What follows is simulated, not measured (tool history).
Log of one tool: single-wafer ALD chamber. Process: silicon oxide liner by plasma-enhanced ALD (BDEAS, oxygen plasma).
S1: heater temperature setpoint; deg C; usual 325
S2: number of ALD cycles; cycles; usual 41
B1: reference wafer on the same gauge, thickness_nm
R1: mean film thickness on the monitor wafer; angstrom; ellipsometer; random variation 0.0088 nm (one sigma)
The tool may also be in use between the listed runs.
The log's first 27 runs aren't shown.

| run | hour | S1 | S2 | B1 | R1 |
|---|---|---|---|---|---|
| 28 | 1876.6 | 319 | 41 | 3.539 | 35.85 |
|  | 1905.3 | thermocouple changed; heater temperature recalibrated |
| 29 | 1980.6 | 338 | 36 | 3.54 | 30.4 |
| 30 | 2072.3 | 315 | 38 | 3.541 | 33.31 |
| 31 | 2145 | 319 | 38 | 3.538 | 33.21 |
| 32 | 2230.2 | 310 | 45 | 3.539 | 39.66 |
| 33 | 2329.1 | 339 | 37 | 3.54 | 31.33 |
| 34 | 2391.8 | 318 | 41 | 3.539 | 35.97 |
| 35 | 2469.3 | 334 | 44 | 3.54 | 37.66 |

4 ways to go on from here, each from the tool as it stands after run 35. What would each give?
| A | 2469.8 | 325 | 41 | ? | ? |
| B | 2469.8 | 310 | 34 | ? | ? |
| C | 2469.8 | 337 | 36 | ? | ? |
| D | 2469.8 | 317 | 41 | ? | ? |

| run | B1 | R1 |
|---|---|---|
| A | 3.538 | 35.56 |
| B | 3.538 | 30.15 |
| C | 3.538 | 30.66 |
| D | 3.538 | 35.98 |
Without the tool's hidden state the same runs would have given:
| run | R1 |
|---|---|
| A | 35.42 |
| B | 30.04 |
| C | 30.54 |
| D | 35.85 |

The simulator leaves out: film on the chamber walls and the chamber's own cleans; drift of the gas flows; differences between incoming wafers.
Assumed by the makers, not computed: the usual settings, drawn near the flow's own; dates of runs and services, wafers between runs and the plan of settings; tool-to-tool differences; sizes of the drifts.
